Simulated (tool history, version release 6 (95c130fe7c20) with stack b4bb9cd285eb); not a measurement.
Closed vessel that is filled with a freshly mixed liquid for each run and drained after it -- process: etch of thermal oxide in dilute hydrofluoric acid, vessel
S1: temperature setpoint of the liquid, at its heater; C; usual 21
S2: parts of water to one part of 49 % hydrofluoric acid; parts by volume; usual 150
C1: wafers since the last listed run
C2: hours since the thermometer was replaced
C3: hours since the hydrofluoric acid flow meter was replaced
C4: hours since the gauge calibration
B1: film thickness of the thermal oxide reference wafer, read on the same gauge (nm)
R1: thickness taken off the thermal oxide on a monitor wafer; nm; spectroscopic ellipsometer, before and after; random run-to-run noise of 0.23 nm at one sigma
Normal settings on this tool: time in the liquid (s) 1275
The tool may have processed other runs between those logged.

{"run": 1, "hour": 0.0, "S1": 21, "S2": 150, "time in the liquid (s)": 1055, "C1": 0, "C2": 1274.7, "C3": 1068.7, "C4": 126.7, "B1": 120.02, "R1": 24.13}
{"run": 2, "hour": 6.6, "S1": 18.5, "S2": 170, "time in the liquid (s)": 1275, "C1": 292, "C2": 1281.3, "C3": 1075.3, "C4": 133.3, "B1": 120.04, "R1": 22.49}
{"run": 3, "hour": 18.2, "S1": 18.5, "S2": 170, "time in the liquid (s)": 1275, "C1": 513, "C2": 1292.9, "C3": 1086.9, "C4": 144.9, "B1": 120.02, "R1": 22.25}
{"run": 4, "hour": 28.8, "S1": 21, "S2": 150, "time in the liquid (s)": 1450, "C1": 469, "C2": 1303.5, "C3": 1097.5, "C4": 155.5, "B1": 119.97, "R1": 32.38}
{"run": 5, "hour": 49.9, "S1": 21, "S2": 150, "time in the liquid (s)": 1450, "C1": 933, "C2": 1324.6, "C3": 1118.6, "C4": 176.6, "B1": 120.02, "R1": 32.48}
{"run": 6, "hour": 63.2, "S1": 21, "S2": 150, "time in the liquid (s)": 1450, "C1": 588, "C2": 1337.9, "C3": 1131.9, "C4": 189.9, "B1": 120, "R1": 32.29}
{"run": 7, "hour": 71.6, "S1": 22, "S2": 150, "time in the liquid (s)": 1275, "C1": 371, "C2": 1346.3, "C3": 1140.3, "C4": 198.3, "B1": 119.99, "R1": 29.6}
{"hour": 79.1, "done": "gauge calibrated"}
{"run": 8, "hour": 81.6, "S1": 21, "S2": 150, "time in the liquid (s)": 1715, "C1": 442, "C2": 1356.3, "C3": 1150.3, "C4": 2.5, "B1": 120.02, "R1": 38.24}
{"run": 9, "hour": 95.9, "S1": 21, "S2": 150, "time in the liquid (s)": 1715, "C1": 632, "C2": 1370.6, "C3": 1164.6, "C4": 16.8, "B1": 120, "R1": 37.56}
{"run": 10, "hour": 108.2, "S1": 21, "S2": 95, "time in the liquid (s)": 1275, "C1": 544, "C2": 1382.9, "C3": 1176.9, "C4": 29.1, "B1": 119.95, "R1": 47.95}
{"run": 11, "hour": 118.4, "S1": 24.5, "S2": 215, "time in the liquid (s)": 1610, "C1": 451, "C2": 1393.1, "C3": 1187.1, "C4": 39.3, "B1": 119.94, "R1": 26.5}
{"run": 12, "hour": 155.1, "S1": 19.5, "S2": 85, "time in the liquid (s)": 1560, "C1": 1623, "C2": 1429.8, "C3": 1223.8, "C4": 76, "B1": 120, "R1": 62.15}
{"run": 13, "hour": 164.6, "S1": 18, "S2": 205, "time in the liquid (s)": 1275, "C1": 420, "C2": 1439.3, "C3": 1233.3, "C4": 85.5, "B1": 119.96, "R1": 17.22}
{"hour": 171.5, "done": "hydrofluoric acid flow meter replaced"}
{"hour": 178.7, "done": "thermometer replaced"}
{"run": 14, "hour": 179.2, "S1": 21, "S2": 150, "time in the liquid (s)": 1275, "C1": 557, "C2": 0.5, "C3": 7.7, "C4": 100.1, "B1": 120, "R1": 32.84}
{"run": 15, "hour": 192.2, "S1": 24.5, "S2": 215, "time in the liquid (s)": 1275, "C1": 575, "C2": 13.5, "C3": 20.7, "C4": 113.1, "B1": 119.99, "R1": 24.52}
{"run": 16, "hour": 207.7, "S1": 21, "S2": 80, "time in the liquid (s)": 1275, "C1": 685, "C2": 29, "C3": 36.2, "C4": 128.6, "B1": 119.99, "R1": 66.48}
{"run": 17, "hour": 215.8, "S1": 18, "S2": 150, "time in the liquid (s)": 1755, "C1": 358, "C2": 37.1, "C3": 44.3, "C4": 136.7, "B1": 120.01, "R1": 39.84}
{"run": 18, "hour": 227.2, "S1": 21, "S2": 150, "time in the liquid (s)": 1275, "C1": 504, "C2": 48.5, "C3": 55.7, "C4": 148.1, "B1": 120, "R1": 32.8}
{"run": 19, "hour": 254.8, "S1": 17, "S2": 75, "time in the liquid (s)": 1755, "C1": 1221, "C2": 76.1, "C3": 83.3, "C4": 175.7, "B1": 119.96, "R1": 82.46}

Below, some changes in R1 between adjacent runs. For each, the amount present without the hidden state too (settings, incoming material, random variation) and the amount remaining for the hidden state with gauge scatter not shared by both compared results:
Hidden conditions of the tool in this case: liquid hotter than its thermometer reads (K); hydrofluoric acid flow below the setpoint (%); gauge reads high (%).
Run 12 -> 13: S1 19.5 -> 18, S2 85 -> 205, time in the liquid (s) 1560 -> 1275. R1 -44.93 nm: hidden state +8.23, all else -53.16.
Run 18 -> 19: S1 21 -> 17, S2 150 -> 75, time in the liquid (s) 1275 -> 1755. R1 +49.66 nm: hidden state -1.57, all else +51.23.
